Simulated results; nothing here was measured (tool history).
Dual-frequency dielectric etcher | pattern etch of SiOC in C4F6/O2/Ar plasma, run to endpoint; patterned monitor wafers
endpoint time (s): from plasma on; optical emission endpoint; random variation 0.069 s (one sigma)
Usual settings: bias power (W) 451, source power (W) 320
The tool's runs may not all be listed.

run	hour	bias power (W)	source power (W)	incoming incoming film thickness, nm	endpoint time (s)
1	0.0	451	320	40.99	14.2
2	61.4	451	320	40.73	14.1
3	118.7	451	320	40.61	13.9
4	188.0	424	320	40.83	14.6
# hour 218.3: wet clean of the chamber
5	241.9	424	320	40.38	14.5
6	286.1	451	320	40.45	14.0
7	324.8	451	320	40.66	14.0
8	377.9	451	320	41.00	14.3
9	439.0	451	320	41.15	14.2
# hour 456.5: bias power generator calibrated
# hour 514.4: upper electrode replaced
10	514.9	451	320	40.51	14.0
11	550.1	451	320	40.57	14.0
12	609.5	451	320	40.41	13.8
13	664.5	540	370	40.63	12.0
14	709.6	451	320	41.18	14.2
# hour 791.1: wet clean of the chamber
15	905.6	345	270	41.06	17.8
16	944.5	349	390	40.72	15.2
17	1007.6	528	380	40.63	11.9
# hour 1046.0: source power generator calibrated
18	1079.6	373	340	40.90	15.2
19	1132.4	451	320	40.87	14.1
20	1156.6	564	320	40.33	12.4
21	1184.1	411	390	41.25	13.8
22	1240.3	490	370	40.66	12.7
23	1289.2	419	370	40.80	13.8
24	1326.1	416	250	40.31	16.3

Forecast each of these 5 alternatives for the next run:
A	1326.5	451	320	41.10	?
B	1326.5	451	260	41.10	?
C	1326.5	362	300	41.10	?
D	1326.5	451	340	41.10	?
E	1326.5	451	360	41.10	?

run	endpoint time (s)
A	14.1
B	15.4
C	16.5
D	13.8
E	13.5
Without the tool's hidden state the same runs would have given:
run	endpoint time (s)
A	14.1
B	15.4
C	16.5
D	13.8
E	13.5

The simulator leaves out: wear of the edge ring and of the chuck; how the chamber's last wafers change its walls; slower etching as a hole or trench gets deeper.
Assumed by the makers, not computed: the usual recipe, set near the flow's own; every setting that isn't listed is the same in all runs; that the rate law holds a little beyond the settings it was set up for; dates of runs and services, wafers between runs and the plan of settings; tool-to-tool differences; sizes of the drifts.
